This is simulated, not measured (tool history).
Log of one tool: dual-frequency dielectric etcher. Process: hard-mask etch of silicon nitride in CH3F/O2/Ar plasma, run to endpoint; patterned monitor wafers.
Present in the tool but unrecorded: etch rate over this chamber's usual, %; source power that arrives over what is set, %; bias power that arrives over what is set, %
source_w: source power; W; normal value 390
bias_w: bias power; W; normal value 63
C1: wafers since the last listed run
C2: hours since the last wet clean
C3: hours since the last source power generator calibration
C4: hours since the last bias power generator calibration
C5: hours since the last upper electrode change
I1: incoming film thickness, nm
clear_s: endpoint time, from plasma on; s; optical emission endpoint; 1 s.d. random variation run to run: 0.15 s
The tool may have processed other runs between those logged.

run 1 hour=0.0 | source_w=390 bias_w=68 | C1=0 C2=522.7 C3=2689.1 C4=3998.8 C5=2078.6 | I1=31.24 | clear_s=44.8
-- hour=80.9 wet clean of the chamber
run 2 hour=88.9 | source_w=390 bias_w=68 | C1=821 C2=8.0 C3=2778.0 C4=4087.7 C5=2167.5 | I1=31.62 | clear_s=44.5
run 3 hour=170.7 | source_w=390 bias_w=68 | C1=1035 C2=89.8 C3=2859.8 C4=4169.5 C5=2249.3 | I1=31.37 | clear_s=44.2
run 4 hour=260.0 | source_w=390 bias_w=63 | C1=1130 C2=179.1 C3=2949.1 C4=4258.8 C5=2338.6 | I1=31.67 | clear_s=46.8
run 5 hour=298.8 | source_w=390 bias_w=63 | C1=491 C2=217.9 C3=2987.9 C4=4297.6 C5=2377.4 | I1=31.54 | clear_s=46.6
run 6 hour=403.5 | source_w=390 bias_w=63 | C1=1325 C2=322.6 C3=3092.6 C4=4402.3 C5=2482.1 | I1=31.33 | clear_s=46.6
run 7 hour=440.4 | source_w=390 bias_w=63 | C1=467 C2=359.5 C3=3129.5 C4=4439.2 C5=2519.0 | I1=31.43 | clear_s=46.7
run 8 hour=485.1 | source_w=390 bias_w=63 | C1=565 C2=404.2 C3=3174.2 C4=4483.9 C5=2563.7 | I1=31.65 | clear_s=47.2
run 9 hour=581.7 | source_w=390 bias_w=63 | C1=1222 C2=500.8 C3=3270.8 C4=4580.5 C5=2660.3 | I1=31.89 | clear_s=47.5
run 10 hour=680.5 | source_w=390 bias_w=63 | C1=1250 C2=599.6 C3=3369.6 C4=4679.3 C5=2759.1 | I1=31.24 | clear_s=46.7
-- hour=698.5 source power generator calibrated
-- hour=717.5 wet clean of the chamber
run 11 hour=728.6 | source_w=390 bias_w=63 | C1=318 C2=11.1 C3=30.1 C4=4727.4 C5=2807.2 | I1=31.42 | clear_s=46.6
-- hour=765.6 bias power generator calibrated
run 12 hour=796.1 | source_w=390 bias_w=63 | C1=803 C2=78.6 C3=97.6 C4=30.5 C5=2874.7 | I1=31.41 | clear_s=46.5
run 13 hour=832.7 | source_w=390 bias_w=63 | C1=463 C2=115.2 C3=134.2 C4=67.1 C5=2911.3 | I1=31.43 | clear_s=46.4
run 14 hour=906.3 | source_w=430 bias_w=72 | C1=931 C2=188.8 C3=207.8 C4=140.7 C5=2984.9 | I1=31.55 | clear_s=42.6
run 15 hour=953.7 | source_w=320 bias_w=58 | C1=600 C2=236.2 C3=255.2 C4=188.1 C5=3032.3 | I1=31.22 | clear_s=51.9
run 16 hour=1125.6 | source_w=390 bias_w=63 | C1=2176 C2=408.1 C3=427.1 C4=360.0 C5=3204.2 | I1=31.77 | clear_s=47.5
run 17 hour=1169.2 | source_w=460 bias_w=56 | C1=551 C2=451.7 C3=470.7 C4=403.6 C5=3247.8 | I1=31.76 | clear_s=47.6
run 18 hour=1253.9 | source_w=390 bias_w=52 | C1=1072 C2=536.4 C3=555.4 C4=488.3 C5=3332.5 | I1=31.23 | clear_s=51.7
-- hour=1316.5 wet clean of the chamber
run 19 hour=1317.0 | source_w=390 bias_w=63 | C1=494 C2=0.5 C3=618.5 C4=551.4 C5=3395.6 | I1=31.37 | clear_s=46.0
run 20 hour=1396.1 | source_w=420 bias_w=47 | C1=1001 C2=79.6 C3=697.6 C4=630.5 C5=3474.7 | I1=31.66 | clear_s=52.7
run 21 hour=1481.0 | source_w=430 bias_w=59 | C1=1074 C2=164.5 C3=782.5 C4=715.4 C5=3559.6 | I1=31.76 | clear_s=46.8
-- hour=1587.4 upper electrode replaced
run 22 hour=1587.9 | source_w=340 bias_w=49 | C1=1049 C2=271.4 C3=889.4 C4=822.3 C5=0.5 | I1=31.62 | clear_s=56.0
run 23 hour=1668.2 | source_w=390 bias_w=63 | C1=1016 C2=351.7 C3=969.7 C4=902.6 C5=80.8 | I1=31.49 | clear_s=46.8
run 24 hour=1707.8 | source_w=390 bias_w=63 | C1=501 C2=391.3 C3=1009.3 C4=942.2 C5=120.4 | I1=31.25 | clear_s=46.6
run 25 hour=1745.5 | source_w=390 bias_w=63 | C1=477 C2=429.0 C3=1047.0 C4=979.9 C5=158.1 | I1=31.51 | clear_s=47.2
run 26 hour=1835.4 | source_w=390 bias_w=63 | C1=1138 C2=518.9 C3=1136.9 C4=1069.8 C5=248.0 | I1=31.53 | clear_s=47.2
-- hour=1934.6 wet clean of the chamber
run 27 hour=1938.9 | source_w=430 bias_w=70 | C1=1006 C2=4.3 C3=1240.4 C4=1173.3 C5=351.5 | I1=31.36 | clear_s=42.2
run 28 hour=2025.9 | source_w=390 bias_w=63 | C1=1101 C2=91.3 C3=1327.4 C4=1260.3 C5=438.5 | I1=31.58 | clear_s=46.4
run 29 hour=2091.9 | source_w=290 bias_w=76 | C1=835 C2=157.3 C3=1393.4 C4=1326.3 C5=504.5 | I1=31.46 | clear_s=47.1
run 30 hour=2136.1 | source_w=390 bias_w=54 | C1=559 C2=201.5 C3=1437.6 C4=1370.5 C5=548.7 | I1=31.36 | clear_s=50.0
run 31 hour=2199.8 | source_w=390 bias_w=63 | C1=806 C2=265.2 C3=1501.3 C4=1434.2 C5=612.4 | I1=31.60 | clear_s=46.9
run 32 hour=2272.8 | source_w=390 bias_w=75 | C1=924 C2=338.2 C3=1574.3 C4=1507.2 C5=685.4 | I1=31.60 | clear_s=43.1
run 33 hour=2364.1 | source_w=420 bias_w=76 | C1=1155 C2=429.5 C3=1665.6 C4=1598.5 C5=776.7 | I1=31.48 | clear_s=41.9
-- hour=2558.2 wet clean of the chamber
run 34 hour=2558.7 | source_w=330 bias_w=69 | C1=2159 C2=0.5 C3=1860.2 C4=1793.1 C5=971.3 | I1=31.28 | clear_s=46.1

What if the next run were any one of these 5? Each begins from the tool's condition after run 34:
run A hour=2559.1 | source_w=390 bias_w=57 | C1=5 C2=0.9 C3=1860.6 C4=1793.5 C5=971.7 | I1=31.58 | clear_s=?
run B hour=2559.1 | source_w=440 bias_w=57 | C1=5 C2=0.9 C3=1860.6 C4=1793.5 C5=971.7 | I1=31.58 | clear_s=?
run C hour=2559.1 | source_w=350 bias_w=67 | C1=5 C2=0.9 C3=1860.6 C4=1793.5 C5=971.7 | I1=31.58 | clear_s=?
run D hour=2559.1 | source_w=390 bias_w=48 | C1=5 C2=0.9 C3=1860.6 C4=1793.5 C5=971.7 | I1=31.58 | clear_s=?
run E hour=2559.1 | source_w=300 bias_w=73 | C1=5 C2=0.9 C3=1860.6 C4=1793.5 C5=971.7 | I1=31.58 | clear_s=?

run=A clear_s=47.9
run=B clear_s=45.8
run=C clear_s=45.9
run=D clear_s=52.3
run=E clear_s=46.5
With the hidden condition removed and each run's random variation left untouched, the same runs would have given:
run=A clear_s=48.8
run=B clear_s=46.7
run=C clear_s=46.8
run=D clear_s=53.3
run=E clear_s=47.4

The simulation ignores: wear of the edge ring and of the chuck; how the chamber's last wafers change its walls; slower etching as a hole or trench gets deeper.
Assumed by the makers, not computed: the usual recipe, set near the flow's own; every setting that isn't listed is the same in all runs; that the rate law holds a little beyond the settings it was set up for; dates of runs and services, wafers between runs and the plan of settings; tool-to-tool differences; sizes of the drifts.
